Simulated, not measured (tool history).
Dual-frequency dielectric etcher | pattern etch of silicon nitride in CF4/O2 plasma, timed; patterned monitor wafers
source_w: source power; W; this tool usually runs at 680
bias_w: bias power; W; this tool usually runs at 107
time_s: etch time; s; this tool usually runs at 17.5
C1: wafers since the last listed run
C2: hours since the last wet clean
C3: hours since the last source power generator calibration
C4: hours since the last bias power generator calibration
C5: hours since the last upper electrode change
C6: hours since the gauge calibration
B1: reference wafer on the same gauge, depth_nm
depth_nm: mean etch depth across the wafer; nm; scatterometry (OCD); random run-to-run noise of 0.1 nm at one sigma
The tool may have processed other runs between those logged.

{"run": 1, "hour": 0.0, "source_w": 680, "bias_w": 107, "time_s": 17.5, "C1": 0, "C2": 187.8, "C3": 983.5, "C4": 4522.4, "C5": 2707.7, "C6": 2262.3, "B1": 35.91, "depth_nm": 43.21}
{"run": 2, "hour": 41.9, "source_w": 680, "bias_w": 107, "time_s": 17.5, "C1": 751, "C2": 229.7, "C3": 1025.4, "C4": 4564.3, "C5": 2749.6, "C6": 2304.2, "B1": 35.89, "depth_nm": 43.27}
{"run": 3, "hour": 127.7, "source_w": 680, "bias_w": 107, "time_s": 17.5, "C1": 1539, "C2": 315.5, "C3": 1111.2, "C4": 4650.1, "C5": 2835.4, "C6": 2390, "B1": 35.9, "depth_nm": 43.07}
{"run": 4, "hour": 175.8, "source_w": 680, "bias_w": 107, "time_s": 17.5, "C1": 863, "C2": 363.6, "C3": 1159.3, "C4": 4698.2, "C5": 2883.5, "C6": 2438.1, "B1": 35.9, "depth_nm": 43.2}
{"hour": 210.7, "done": "bias power generator calibrated"}
{"run": 5, "hour": 273.4, "source_w": 600, "bias_w": 117, "time_s": 17.5, "C1": 1679, "C2": 461.2, "C3": 1256.9, "C4": 62.7, "C5": 2981.1, "C6": 2535.7, "B1": 35.89, "depth_nm": 41.35}
{"hour": 349.2, "done": "wet clean of the chamber"}
{"run": 6, "hour": 372.0, "source_w": 600, "bias_w": 117, "time_s": 17.5, "C1": 1338, "C2": 22.8, "C3": 1355.5, "C4": 161.3, "C5": 3079.7, "C6": 2634.3, "B1": 35.9, "depth_nm": 41.42}
{"run": 7, "hour": 447.4, "source_w": 810, "bias_w": 107, "time_s": 17.5, "C1": 1353, "C2": 98.2, "C3": 1430.9, "C4": 236.7, "C5": 3155.1, "C6": 2709.7, "B1": 35.92, "depth_nm": 48.34}
{"run": 8, "hour": 533.8, "source_w": 680, "bias_w": 107, "time_s": 17.5, "C1": 1550, "C2": 184.6, "C3": 1517.3, "C4": 323.1, "C5": 3241.5, "C6": 2796.1, "B1": 35.9, "depth_nm": 43.27}
{"run": 9, "hour": 625.9, "source_w": 680, "bias_w": 107, "time_s": 17.5, "C1": 1652, "C2": 276.7, "C3": 1609.4, "C4": 415.2, "C5": 3333.6, "C6": 2888.2, "B1": 35.91, "depth_nm": 43.06}
{"hour": 644.3, "done": "gauge calibrated"}
{"run": 10, "hour": 688.0, "source_w": 680, "bias_w": 107, "time_s": 17.5, "C1": 1114, "C2": 338.8, "C3": 1671.5, "C4": 477.3, "C5": 3395.7, "C6": 43.7, "B1": 35.88, "depth_nm": 43.1}
{"hour": 777.9, "done": "upper electrode replaced"}
{"run": 11, "hour": 778.4, "source_w": 680, "bias_w": 107, "time_s": 17.5, "C1": 1191, "C2": 429.2, "C3": 1761.9, "C4": 567.7, "C5": 0.5, "C6": 134.1, "B1": 35.9, "depth_nm": 43.18}
{"run": 12, "hour": 804.9, "source_w": 530, "bias_w": 120, "time_s": 17.5, "C1": 475, "C2": 455.7, "C3": 1788.4, "C4": 594.2, "C5": 27, "C6": 160.6, "B1": 35.89, "depth_nm": 39.16}
{"run": 13, "hour": 910.2, "source_w": 680, "bias_w": 93, "time_s": 17.5, "C1": 1889, "C2": 561, "C3": 1893.7, "C4": 699.5, "C5": 132.3, "C6": 265.9, "B1": 35.9, "depth_nm": 41.12}
{"hour": 930.2, "done": "source power generator calibrated"}
{"hour": 959.7, "done": "wet clean of the chamber"}
{"run": 14, "hour": 960.2, "source_w": 770, "bias_w": 81, "time_s": 15, "C1": 394, "C2": 0.5, "C3": 30, "C4": 749.5, "C5": 182.3, "C6": 315.9, "B1": 35.92, "depth_nm": 35.95}
{"run": 15, "hour": 1036.2, "source_w": 680, "bias_w": 92, "time_s": 20, "C1": 1363, "C2": 76.5, "C3": 106, "C4": 825.5, "C5": 258.3, "C6": 391.9, "B1": 35.9, "depth_nm": 46.64}
{"run": 16, "hour": 1121.0, "source_w": 510, "bias_w": 83, "time_s": 19, "C1": 1521, "C2": 161.3, "C3": 190.8, "C4": 910.3, "C5": 343.1, "C6": 476.7, "B1": 35.87, "depth_nm": 36}
{"run": 17, "hour": 1429.0, "source_w": 680, "bias_w": 95, "time_s": 19, "C1": 5527, "C2": 469.3, "C3": 498.8, "C4": 1218.3, "C5": 651.1, "C6": 784.7, "B1": 35.9, "depth_nm": 44.7}
{"hour": 1550.1, "done": "wet clean of the chamber"}
{"run": 18, "hour": 1550.6, "source_w": 680, "bias_w": 107, "time_s": 17.5, "C1": 1751, "C2": 0.5, "C3": 620.4, "C4": 1339.9, "C5": 772.7, "C6": 906.3, "B1": 35.91, "depth_nm": 43.36}
{"run": 19, "hour": 1583.2, "source_w": 840, "bias_w": 118, "time_s": 19, "C1": 585, "C2": 33.1, "C3": 653, "C4": 1372.5, "C5": 805.3, "C6": 938.9, "B1": 35.9, "depth_nm": 55.45}
{"run": 20, "hour": 1627.4, "source_w": 750, "bias_w": 85, "time_s": 19, "C1": 793, "C2": 77.3, "C3": 697.2, "C4": 1416.7, "C5": 849.5, "C6": 983.1, "B1": 35.9, "depth_nm": 45.62}
{"run": 21, "hour": 1685.1, "source_w": 600, "bias_w": 89, "time_s": 19.5, "C1": 1035, "C2": 135, "C3": 754.9, "C4": 1474.4, "C5": 907.2, "C6": 1040.8, "B1": 35.9, "depth_nm": 41.76}
{"run": 22, "hour": 1770.1, "source_w": 610, "bias_w": 90, "time_s": 16, "C1": 1525, "C2": 220, "C3": 839.9, "C4": 1559.4, "C5": 992.2, "C6": 1125.8, "B1": 35.9, "depth_nm": 34.74}
{"run": 23, "hour": 1838.9, "source_w": 730, "bias_w": 107, "time_s": 17.5, "C1": 1234, "C2": 288.8, "C3": 908.7, "C4": 1628.2, "C5": 1061, "C6": 1194.6, "B1": 35.9, "depth_nm": 45.11}
{"run": 24, "hour": 1876.9, "source_w": 680, "bias_w": 107, "time_s": 17.5, "C1": 681, "C2": 326.8, "C3": 946.7, "C4": 1666.2, "C5": 1099, "C6": 1232.6, "B1": 35.91, "depth_nm": 43.13}
{"run": 25, "hour": 1915.1, "source_w": 800, "bias_w": 83, "time_s": 16, "C1": 685, "C2": 365, "C3": 984.9, "C4": 1704.4, "C5": 1137.2, "C6": 1270.8, "B1": 35.91, "depth_nm": 39.77}
{"run": 26, "hour": 2002.2, "source_w": 680, "bias_w": 107, "time_s": 17.5, "C1": 1563, "C2": 452.1, "C3": 1072, "C4": 1791.5, "C5": 1224.3, "C6": 1357.9, "B1": 35.89, "depth_nm": 43.31}
{"run": 27, "hour": 2094.9, "source_w": 800, "bias_w": 107, "time_s": 17.5, "C1": 1663, "C2": 544.8, "C3": 1164.7, "C4": 1884.2, "C5": 1317, "C6": 1450.6, "B1": 35.91, "depth_nm": 47.71}
{"hour": 2198.7, "done": "wet clean of the chamber"}
{"run": 28, "hour": 2199.2, "source_w": 680, "bias_w": 107, "time_s": 17.5, "C1": 1441, "C2": 0.5, "C3": 1269, "C4": 1988.5, "C5": 1421.3, "C6": 1554.9, "B1": 35.92, "depth_nm": 43.37}
{"run": 29, "hour": 2246.7, "source_w": 680, "bias_w": 81, "time_s": 17.5, "C1": 852, "C2": 48, "C3": 1316.5, "C4": 2036, "C5": 1468.8, "C6": 1602.4, "B1": 35.9, "depth_nm": 38.78}

Entry by entry between the runs, the difference in hidden state between the last listed run before and the first listed run after:
Logged between run 4 and run 5: bias power generator calibrated (hour 210.7)
  no hidden state differs between the two runs
Logged between run 5 and run 6: wet clean of the chamber (hour 349.2)
  no hidden state differs between the two runs
Logged between run 9 and run 10: gauge calibrated (hour 644.3)
  no hidden state differs between the two runs
Logged between run 10 and run 11: upper electrode replaced (hour 777.9)
  no hidden state differs between the two runs
Logged between run 13 and run 14: source power generator calibrated (hour 930.2); wet clean of the chamber (hour 959.7)
  no hidden state differs between the two runs
Logged between run 17 and run 18: wet clean of the chamber (hour 1550.1)
  no hidden state differs between the two runs
Logged between run 27 and run 28: wet clean of the chamber (hour 2198.7)
  no hidden state differs between the two runs

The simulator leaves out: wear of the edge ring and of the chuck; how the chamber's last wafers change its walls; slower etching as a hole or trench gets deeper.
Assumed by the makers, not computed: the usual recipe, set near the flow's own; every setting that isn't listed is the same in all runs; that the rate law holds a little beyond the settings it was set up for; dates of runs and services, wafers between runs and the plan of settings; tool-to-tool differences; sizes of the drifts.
